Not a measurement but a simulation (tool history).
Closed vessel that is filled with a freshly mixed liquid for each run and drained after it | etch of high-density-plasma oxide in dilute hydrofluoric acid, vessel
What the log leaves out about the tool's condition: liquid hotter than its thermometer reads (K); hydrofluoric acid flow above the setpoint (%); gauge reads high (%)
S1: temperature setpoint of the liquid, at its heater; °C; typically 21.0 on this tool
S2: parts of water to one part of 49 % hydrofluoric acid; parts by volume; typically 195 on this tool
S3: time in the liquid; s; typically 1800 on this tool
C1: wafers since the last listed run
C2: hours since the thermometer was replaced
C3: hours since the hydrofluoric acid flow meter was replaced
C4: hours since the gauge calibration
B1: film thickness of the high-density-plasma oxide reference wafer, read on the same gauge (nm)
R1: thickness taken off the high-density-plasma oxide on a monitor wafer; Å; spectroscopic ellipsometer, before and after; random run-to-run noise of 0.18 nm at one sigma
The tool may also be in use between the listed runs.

run   hour    S1   S2    S3    C1      C2      C3     C4      B1      R1
  1    0.0  18.0  195  1800     0  1074.0  1469.4  131.8  130.00   463.2
  2   12.1  21.0  195  1310   499  1086.1  1481.5  143.9  129.98   379.7
  3   64.2  21.0  195  1310  2149  1138.2  1533.6  196.0  129.95   380.1
  4   73.0  20.0  195  1800   363  1147.0  1542.4  204.8  129.98   506.7
      89.3  -- hydrofluoric acid flow meter replaced
  5   90.4  20.0  195  1800   676  1164.4     1.1  222.2  130.02   450.3
      95.6  -- thermometer replaced
  6  106.0  21.0  270  1800   602    10.4    16.7  237.8  129.99   314.9
  7  113.4  21.0  270  1800   305    17.8    24.1  245.2  130.02   318.9
  8  154.3  21.0  195  1800  1687    58.7    65.0  286.1  129.99   474.2
     155.0  -- gauge calibrated
  9  163.4  21.0  105  2105   375    67.8    74.1    8.4  130.04  1126.7
 10  178.7  24.5  195   805   631    83.1    89.4   23.7  129.97   242.6
 11  192.3  25.5  195  1800   561    96.7   103.0   37.3  129.99   559.5
 12  209.4  21.0  195  1800   705   113.8   120.1   54.4  129.99   476.3
 13  220.3  21.0  270  2740   449   124.7   131.0   65.3  129.98   489.8
 14  229.5  23.5  225  1800   379   133.9   140.2   74.5  130.02   441.9
 15  243.7  21.0  195  1800   585   148.1   154.4   88.7  130.01   476.8
 16  250.8  17.0  195   910   292   155.2   161.5   95.8  129.99   205.5

Below are 3 alternative next runs, each starting from the tool's condition after run 16. Predict each:
  A  252.0  21.0  195  1800  49  156.4  162.7  97.0   ?   ?
  B  252.0  21.0  195  2145  49  156.4  162.7  97.0   ?   ?
  C  252.0  24.5  115  2800  49  156.4  162.7  97.0   ?   ?

run      B1      R1
  A  130.01   474.3
  B  130.01   565.2
  C  130.01  1562.3
What these runs would have given with no unlogged condition in the tool:
run      R1
  A   461.0
  B   549.3
  C  1520.6
